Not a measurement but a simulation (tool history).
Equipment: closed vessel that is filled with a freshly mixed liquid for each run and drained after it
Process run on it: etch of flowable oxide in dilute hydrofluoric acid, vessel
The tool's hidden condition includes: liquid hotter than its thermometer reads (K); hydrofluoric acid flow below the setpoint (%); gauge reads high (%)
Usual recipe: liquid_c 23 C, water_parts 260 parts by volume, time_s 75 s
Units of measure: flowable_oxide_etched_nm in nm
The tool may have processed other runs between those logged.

run	hour	liquid_c	water_parts	time_s	wafers since the last listed run	hours since the thermometer was replaced	hours since the hydrofluoric acid flow meter was replaced	hours since the gauge calibration	read-back film thickness of the flowable oxide reference wafer, read on the same gauge (nm)	flowable_oxide_etched_nm
1	0	20.5	260	75	0	325.7	1331.7	642.3	59.99	6.89
2	80.9	23	260	75	7060	406.6	1412.6	723.2	60.01	7.4
3	157.1	23	260	75	6650	482.8	1488.8	799.4	60.01	7.33
4	199.1	23	260	75	3665	524.8	1530.8	841.4	59.98	7.32
5	288.6	23	260	75	7811	614.3	1620.3	930.9	60	7.31
# hour 338.5: thermometer replaced
6	360.8	23	260	105	6213	22.3	1692.5	1003.1	60.01	10.18
7	443.9	26.5	260	75	7252	105.4	1775.6	1086.2	60.02	8.08
8	550.2	23	260	75	9277	211.7	1881.9	1192.5	59.99	7.2
9	646.7	23	215	40	8422	308.2	1978.4	1289	59.99	4.87
# hour 655.8: gauge calibrated
10	724.4	23	260	75	6781	385.9	2056.1	68.6	60	7.08
# hour 734.1: hydrofluoric acid flow meter replaced
11	774.7	25.5	260	75	4302	436.2	40.6	118.9	60.01	8.76
12	846.2	20	195	115	6240	507.7	112.1	190.4	60	15.61
13	915.4	23	355	75	6039	576.9	181.3	259.6	59.98	5.34
# hour 974.7: thermometer replaced
14	987.7	27	260	50	6222	13	253.6	331.9	60.01	6.08

Below are 3 alternative next runs, each starting from the tool's condition after run 14. Predict each:
A	988.4	23	260	75	61	13.7	254.3	332.6	?	?
B	988.4	27.5	360	105	61	13.7	254.3	332.6	?	?
C	988.4	27.5	355	75	61	13.7	254.3	332.6	?	?

run	read-back film thickness of the flowable oxide reference wafer, read on the same gauge (nm)	flowable_oxide_etched_nm
A	59.99	7.98
B	59.99	8.49
C	59.99	6.18
What these runs would have given with no unlogged condition in the tool:
run	flowable_oxide_etched_nm
A	8.21
B	8.77
C	6.38

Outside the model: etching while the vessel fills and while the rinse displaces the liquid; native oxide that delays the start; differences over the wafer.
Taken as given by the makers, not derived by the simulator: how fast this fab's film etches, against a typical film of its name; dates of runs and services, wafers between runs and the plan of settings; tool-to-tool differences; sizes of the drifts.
